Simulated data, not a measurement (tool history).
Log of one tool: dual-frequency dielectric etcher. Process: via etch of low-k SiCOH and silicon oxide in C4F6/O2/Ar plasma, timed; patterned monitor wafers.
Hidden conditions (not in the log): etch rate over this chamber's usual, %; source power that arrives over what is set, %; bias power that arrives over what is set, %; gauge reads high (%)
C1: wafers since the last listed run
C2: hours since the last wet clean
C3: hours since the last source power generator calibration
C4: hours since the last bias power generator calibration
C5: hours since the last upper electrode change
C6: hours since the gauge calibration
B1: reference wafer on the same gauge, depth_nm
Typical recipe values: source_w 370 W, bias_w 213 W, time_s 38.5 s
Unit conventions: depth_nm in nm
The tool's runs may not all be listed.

Run 1, hour 0: usual settings; C1 0; C2 548.3; C3 588.3; C4 1679.9; C5 2814.9; C6 775.8; B1 98.7. Result: depth_nm 87.8 nm.
At hour 50.5: wet clean of the chamber.
Run 2, hour 99.4: usual settings; C1 785; C2 48.9; C3 687.7; C4 1779.3; C5 2914.3; C6 875.2; B1 98.7. Result: depth_nm 88.4 nm.
Run 3, hour 200.1: usual settings but source_w 330 W, bias_w 175 W; C1 1049; C2 149.6; C3 788.4; C4 1880; C5 3015; C6 975.9; B1 98.9. Result: depth_nm 77.2 nm.
Run 4, hour 270.8: usual settings; C1 736; C2 220.3; C3 859.1; C4 1950.7; C5 3085.7; C6 1046.6; B1 98.8. Result: depth_nm 87.8 nm.
Run 5, hour 340.1: usual settings; C1 722; C2 289.6; C3 928.4; C4 2020; C5 3155; C6 1115.9; B1 98.6. Result: depth_nm 87.7 nm.
Run 6, hour 419.4: usual settings; C1 826; C2 368.9; C3 1007.7; C4 2099.3; C5 3234.3; C6 1195.2; B1 98.7. Result: depth_nm 87.7 nm.
Run 7, hour 499.2: usual settings; C1 831; C2 448.7; C3 1087.5; C4 2179.1; C5 3314.1; C6 1275; B1 98.8. Result: depth_nm 86.9 nm.
Run 8, hour 575.4: usual settings; C1 794; C2 524.9; C3 1163.7; C4 2255.3; C5 3390.3; C6 1351.2; B1 98.7. Result: depth_nm 87.7 nm.
At hour 638.4: wet clean of the chamber.
Run 9, hour 651.8: usual settings; C1 546; C2 13.4; C3 1240.1; C4 2331.7; C5 3466.7; C6 1427.6; B1 98.8. Result: depth_nm 87.4 nm.
Run 10, hour 738.1: usual settings; C1 899; C2 99.7; C3 1326.4; C4 2418; C5 3553; C6 1513.9; B1 98.7. Result: depth_nm 87.7 nm.
Run 11, hour 790.1: usual settings; C1 542; C2 151.7; C3 1378.4; C4 2470; C5 3605; C6 1565.9; B1 98.6. Result: depth_nm 87.6 nm.
Run 12, hour 866.9: usual settings; C1 800; C2 228.5; C3 1455.2; C4 2546.8; C5 3681.8; C6 1642.7; B1 98.7. Result: depth_nm 87.3 nm.
At hour 920.7: gauge calibrated.
Run 13, hour 956.4: usual settings but bias_w 263 W; C1 932; C2 318; C3 1544.7; C4 2636.3; C5 3771.3; C6 35.7; B1 98.7. Result: depth_nm 93.7 nm.
Run 14, hour 1020.1: usual settings but source_w 410 W, time_s 45 s; C1 663; C2 381.7; C3 1608.4; C4 2700; C5 3835; C6 99.4; B1 98.6. Result: depth_nm 105.6 nm.
At hour 1100.2: upper electrode replaced.
Run 15, hour 1100.7: usual settings; C1 589; C2 462.3; C3 1689; C4 2780.6; C5 0.5; C6 180; B1 98.6. Result: depth_nm 87.6 nm.
Run 16, hour 1178.6: usual settings; C1 811; C2 540.2; C3 1766.9; C4 2858.5; C5 78.4; C6 257.9; B1 98.8. Result: depth_nm 87.1 nm.
At hour 1279.6: wet clean of the chamber.
At hour 1281.6: bias power generator calibrated.
Run 17, hour 1282.1: usual settings but source_w 290 W, bias_w 248 W; C1 807; C2 2.5; C3 1870.4; C4 0.5; C5 181.9; C6 361.4; B1 98.6. Result: depth_nm 83.3 nm.
Run 18, hour 1384.4: usual settings but source_w 340 W, bias_w 181 W, time_s 48 s; C1 1066; C2 104.8; C3 1972.7; C4 102.8; C5 284.2; C6 463.7; B1 98.7. Result: depth_nm 98.8 nm.
At hour 1417.6: source power generator calibrated.
Run 19, hour 1473.4: usual settings but source_w 440 W, time_s 35 s; C1 885; C2 193.8; C3 55.8; C4 191.8; C5 373.2; C6 552.7; B1 98.7. Result: depth_nm 87.6 nm.
Run 20, hour 1567.7: usual settings but bias_w 168 W; C1 982; C2 288.1; C3 150.1; C4 286.1; C5 467.5; C6 647; B1 98.7. Result: depth_nm 82.4 nm.
At hour 1780.2: wet clean of the chamber.
Run 21, hour 1787.9: usual settings but source_w 290 W, bias_w 266 W, time_s 33 s; C1 2045; C2 7.7; C3 370.3; C4 506.3; C5 687.7; C6 867.2; B1 98.7. Result: depth_nm 73.7 nm.
Run 22, hour 1839.1: usual settings; C1 533; C2 58.9; C3 421.5; C4 557.5; C5 738.9; C6 918.4; B1 98.7. Result: depth_nm 88.6 nm.
Run 23, hour 1879: usual settings but time_s 46 s; C1 415; C2 98.8; C3 461.4; C4 597.4; C5 778.8; C6 958.3; B1 98.6. Result: depth_nm 106.3 nm.
Run 24, hour 2029.2: usual settings; C1 1565; C2 249; C3 611.6; C4 747.6; C5 929; C6 1108.5; B1 98.6. Result: depth_nm 88.8 nm.

Take each entry between the runs: how does the hidden state at the last listed run before it differ from the hidden state at the first listed run after it?
Logged between run 1 and run 2: wet clean of the chamber (hour 50.5)
  source power that arrives over what is set, %: -3.45 -> -3.75
  measured minus no-state result, depth_nm: -1.3 -> -1.5 nm
Logged between run 8 and run 9: wet clean of the chamber (hour 638.4)
  source power that arrives over what is set, %: -4.73 -> -4.84
  measured minus no-state result, depth_nm: -1.9 -> -1.9 nm
Logged between run 12 and run 13: gauge calibrated (hour 920.7)
  source power that arrives over what is set, %: -5.09 -> -5.17
  measured minus no-state result, depth_nm: -2 -> -2.1 nm
Logged between run 14 and run 15: upper electrode replaced (hour 1100.2)
  source power that arrives over what is set, %: -5.23 -> -5.29
  measured minus no-state result, depth_nm: -2.5 -> -2.1 nm
Logged between run 16 and run 17: wet clean of the chamber (hour 1279.6); bias power generator calibrated (hour 1281.6)
  source power that arrives over what is set, %: -5.34 -> -5.41
  measured minus no-state result, depth_nm: -2.1 -> -2 nm
Logged between run 18 and run 19: source power generator calibrated (hour 1417.6)
  source power that arrives over what is set, %: -5.46 -> -0.214
  measured minus no-state result, depth_nm: -2.4 -> -0.1 nm
Logged between run 20 and run 21: wet clean of the chamber (hour 1780.2)
  source power that arrives over what is set, %: -0.796 -> -1.9
  measured minus no-state result, depth_nm: -0.3 -> -0.6 nm

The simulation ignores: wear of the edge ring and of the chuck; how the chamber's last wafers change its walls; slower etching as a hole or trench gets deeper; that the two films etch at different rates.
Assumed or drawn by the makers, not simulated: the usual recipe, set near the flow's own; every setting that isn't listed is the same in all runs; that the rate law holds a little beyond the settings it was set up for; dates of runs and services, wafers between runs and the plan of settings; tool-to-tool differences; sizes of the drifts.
